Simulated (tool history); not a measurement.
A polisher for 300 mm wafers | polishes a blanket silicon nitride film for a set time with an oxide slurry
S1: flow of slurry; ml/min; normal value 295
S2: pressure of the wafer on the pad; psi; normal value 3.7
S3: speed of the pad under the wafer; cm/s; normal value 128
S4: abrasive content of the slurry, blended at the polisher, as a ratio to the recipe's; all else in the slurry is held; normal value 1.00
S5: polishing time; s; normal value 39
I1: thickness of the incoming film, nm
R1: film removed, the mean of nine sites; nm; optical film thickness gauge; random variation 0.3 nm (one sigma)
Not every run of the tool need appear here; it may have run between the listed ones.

| run | day | S1 | S2 | S3 | S4 | S5 | I1 | R1 |
|---|---|---|---|---|---|---|---|---|
| 1 | 0.000 | 295 | 3.7 | 128 | 1.00 | 39 | 422.1 | 26.4 |
| 2 | 0.346 | 295 | 3.2 | 128 | 1.00 | 39 | 420.7 | 23.2 |
|  | 0.642 | slurry blender recalibrated |
| 3 | 1.029 | 295 | 3.7 | 128 | 1.00 | 39 | 419.7 | 26.9 |
| 4 | 1.308 | 295 | 3.7 | 128 | 1.00 | 39 | 426.7 | 26.9 |
|  | 1.683 | worn pad replaced by a new one |
| 5 | 2.058 | 295 | 3.7 | 128 | 1.00 | 39 | 414.7 | 27.0 |
| 6 | 2.738 | 295 | 3.7 | 128 | 1.00 | 39 | 419.2 | 26.1 |
| 7 | 3.138 | 295 | 3.7 | 128 | 1.00 | 39 | 420.7 | 26.6 |
| 8 | 3.796 | 295 | 3.7 | 128 | 1.00 | 39 | 423.0 | 26.5 |
| 9 | 4.317 | 295 | 3.7 | 128 | 1.00 | 43 | 425.8 | 29.0 |
| 10 | 4.829 | 295 | 3.7 | 128 | 1.00 | 43 | 418.6 | 29.6 |
|  | 5.383 | worn pad replaced by a new one |
|  | 5.446 | head pressure recalibrated |
| 11 | 6.192 | 295 | 3.7 | 128 | 1.00 | 43 | 418.8 | 29.6 |
| 12 | 6.575 | 295 | 3.7 | 128 | 1.00 | 39 | 415.8 | 26.7 |
|  | 7.088 | slurry blender recalibrated |
| 13 | 7.108 | 295 | 3.7 | 128 | 1.00 | 43 | 415.9 | 29.6 |
| 14 | 7.408 | 295 | 2.4 | 128 | 1.00 | 39 | 420.1 | 17.4 |
| 15 | 7.746 | 395 | 3.7 | 128 | 1.00 | 39 | 418.3 | 27.2 |
|  | 8.008 | slurry nozzle cleaned |
| 16 | 8.200 | 200 | 4.8 | 128 | 1.00 | 39 | 413.9 | 32.8 |
| 17 | 8.862 | 295 | 3.7 | 128 | 0.90 | 39 | 416.9 | 24.7 |
|  | 9.096 | conditioning disc replaced and pad reconditioned |
|  | 9.254 | worn pad replaced by a new one |
| 18 | 9.458 | 295 | 3.7 | 128 | 1.00 | 39 | 421.1 | 26.3 |
| 19 | 10.062 | 225 | 3.7 | 128 | 1.00 | 39 | 413.9 | 26.0 |
| 20 | 10.421 | 295 | 4.8 | 154 | 1.30 | 39 | 414.6 | 46.4 |
| 21 | 10.692 | 295 | 3.1 | 128 | 1.00 | 39 | 427.6 | 21.8 |
| 22 | 11.379 | 295 | 4.1 | 128 | 1.00 | 39 | 425.7 | 29.4 |
| 23 | 11.892 | 390 | 3.7 | 128 | 0.80 | 39 | 418.7 | 23.0 |
| 24 | 12.208 | 205 | 2.5 | 128 | 1.15 | 39 | 417.7 | 18.5 |

Alternative continuations, all from the tool just after run 24; predict every row:
| A | 12.225 | 345 | 3.7 | 128 | 1.00 | 39 | 420.5 | ? |
| B | 12.225 | 360 | 3.7 | 96 | 1.00 | 39 | 420.5 | ? |
| C | 12.225 | 295 | 3.7 | 140 | 1.00 | 39 | 420.5 | ? |
| D | 12.225 | 295 | 2.7 | 128 | 0.75 | 29 | 420.5 | ? |
| E | 12.225 | 295 | 3.7 | 116 | 1.00 | 39 | 420.5 | ? |

| run | R1 |
|---|---|
| A | 26.8 |
| B | 21.4 |
| C | 28.4 |
| D | 11.7 |
| E | 24.5 |
With no hidden state in the tool, these same runs would have given:
| run | R1 |
|---|---|
| A | 26.8 |
| B | 21.4 |
| C | 28.4 |
| D | 11.7 |
| E | 24.5 |
